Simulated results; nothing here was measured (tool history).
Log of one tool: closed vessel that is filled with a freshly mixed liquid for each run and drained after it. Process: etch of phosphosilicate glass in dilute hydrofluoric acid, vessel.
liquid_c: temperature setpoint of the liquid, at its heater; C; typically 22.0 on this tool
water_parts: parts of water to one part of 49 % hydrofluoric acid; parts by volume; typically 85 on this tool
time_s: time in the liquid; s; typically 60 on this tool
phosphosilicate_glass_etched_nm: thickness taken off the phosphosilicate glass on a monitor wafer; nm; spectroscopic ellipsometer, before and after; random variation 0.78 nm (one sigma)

| run | hour | liquid_c | water_parts | time_s | wafers since the last listed run | hours since the thermometer was replaced | hours since the hydrofluoric acid flow meter was replaced | hours since the gauge calibration | read-back film thickness of the phosphosilicate glass reference wafer, read on the same gauge (nm) | phosphosilicate_glass_etched_nm |
|---|---|---|---|---|---|---|---|---|---|---|
| 1 | 0.0 | 23.5 | 85 | 45 | 0 | 1017.0 | 2442.6 | 139.3 | 90.03 | 99.31 |
| 2 | 10.1 | 22.0 | 85 | 60 | 1354 | 1027.1 | 2452.7 | 149.4 | 90.02 | 123.72 |
| 3 | 23.5 | 22.0 | 85 | 60 | 1797 | 1040.5 | 2466.1 | 162.8 | 89.99 | 122.83 |
| 4 | 36.3 | 22.0 | 85 | 60 | 1717 | 1053.3 | 2478.9 | 175.6 | 90.00 | 123.43 |
| 5 | 43.4 | 22.0 | 85 | 60 | 952 | 1060.4 | 2486.0 | 182.7 | 90.02 | 123.21 |
| 6 | 54.1 | 22.0 | 85 | 60 | 1435 | 1071.1 | 2496.7 | 193.4 | 89.98 | 124.38 |
| 7 | 67.9 | 22.0 | 85 | 80 | 1851 | 1084.9 | 2510.5 | 207.2 | 90.03 | 163.64 |
| 8 | 74.5 | 22.0 | 85 | 80 | 885 | 1091.5 | 2517.1 | 213.8 | 89.97 | 164.91 |
| 9 | 91.0 | 22.0 | 85 | 80 | 2213 | 1108.0 | 2533.6 | 230.3 | 90.02 | 164.55 |
| 10 | 106.7 | 22.0 | 70 | 60 | 2106 | 1123.7 | 2549.3 | 246.0 | 90.01 | 153.95 |
| 11 | 124.2 | 22.0 | 85 | 60 | 2347 | 1141.2 | 2566.8 | 263.5 | 89.99 | 123.05 |
| 12 | 132.2 | 22.0 | 85 | 60 | 1073 | 1149.2 | 2574.8 | 271.5 | 89.98 | 122.11 |
| 13 | 149.6 | 22.0 | 85 | 40 | 2334 | 1166.6 | 2592.2 | 288.9 | 90.02 | 82.09 |
| 14 | 163.3 | 26.0 | 50 | 85 | 1837 | 1180.3 | 2605.9 | 302.6 | 90.02 | 366.33 |
| 15 | 171.3 | 22.0 | 125 | 60 | 1073 | 1188.3 | 2613.9 | 310.6 | 90.01 | 79.85 |
| 16 | 179.9 | 20.5 | 70 | 60 | 1153 | 1196.9 | 2622.5 | 319.2 | 90.02 | 142.77 |
| 17 | 190.9 | 17.5 | 85 | 75 | 1475 | 1207.9 | 2633.5 | 330.2 | 90.00 | 125.91 |
| 18 | 205.7 | 22.0 | 85 | 60 | 1985 | 1222.7 | 2648.3 | 345.0 | 89.99 | 122.36 |
|  | 211.5 | thermometer replaced |
| 19 | 211.9 | 22.0 | 105 | 45 | 697 | 0.4 | 2654.5 | 351.2 | 89.96 | 69.33 |
| 20 | 219.6 | 22.0 | 85 | 60 | 1032 | 8.1 | 2662.2 | 358.9 | 89.99 | 115.93 |
|  | 247.9 | gauge calibrated |
|  | 252.9 | hydrofluoric acid flow meter replaced |
| 21 | 254.9 | 22.0 | 85 | 85 | 4601 | 43.4 | 2.0 | 7.0 | 90.00 | 163.81 |
| 22 | 274.6 | 23.5 | 50 | 95 | 2642 | 63.1 | 21.7 | 26.7 | 90.03 | 342.81 |
| 23 | 283.3 | 23.5 | 115 | 85 | 1167 | 71.8 | 30.4 | 35.4 | 90.01 | 125.12 |
|  | 285.6 | thermometer replaced, repeated, since the last time left the tool worse |
| 24 | 296.7 | 26.5 | 95 | 35 | 1663 | 11.1 | 43.8 | 48.8 | 90.04 | 79.90 |
| 25 | 304.9 | 25.5 | 115 | 70 | 1099 | 19.3 | 52.0 | 57.0 | 90.01 | 125.80 |

For run 26, what comes out?
| 26 | 321.8 | 22.0 | 85 | 60 | 2267 | 36.2 | 68.9 | 73.9 | ? | ? |

{"run 26": {"read-back film thickness of the phosphosilicate glass reference wafer, read on the same gauge (nm)": 89.99, "phosphosilicate_glass_etched_nm": 132.03}}
With no hidden state in the tool, this same run would have given phosphosilicate_glass_etched_nm 132.73 nm.

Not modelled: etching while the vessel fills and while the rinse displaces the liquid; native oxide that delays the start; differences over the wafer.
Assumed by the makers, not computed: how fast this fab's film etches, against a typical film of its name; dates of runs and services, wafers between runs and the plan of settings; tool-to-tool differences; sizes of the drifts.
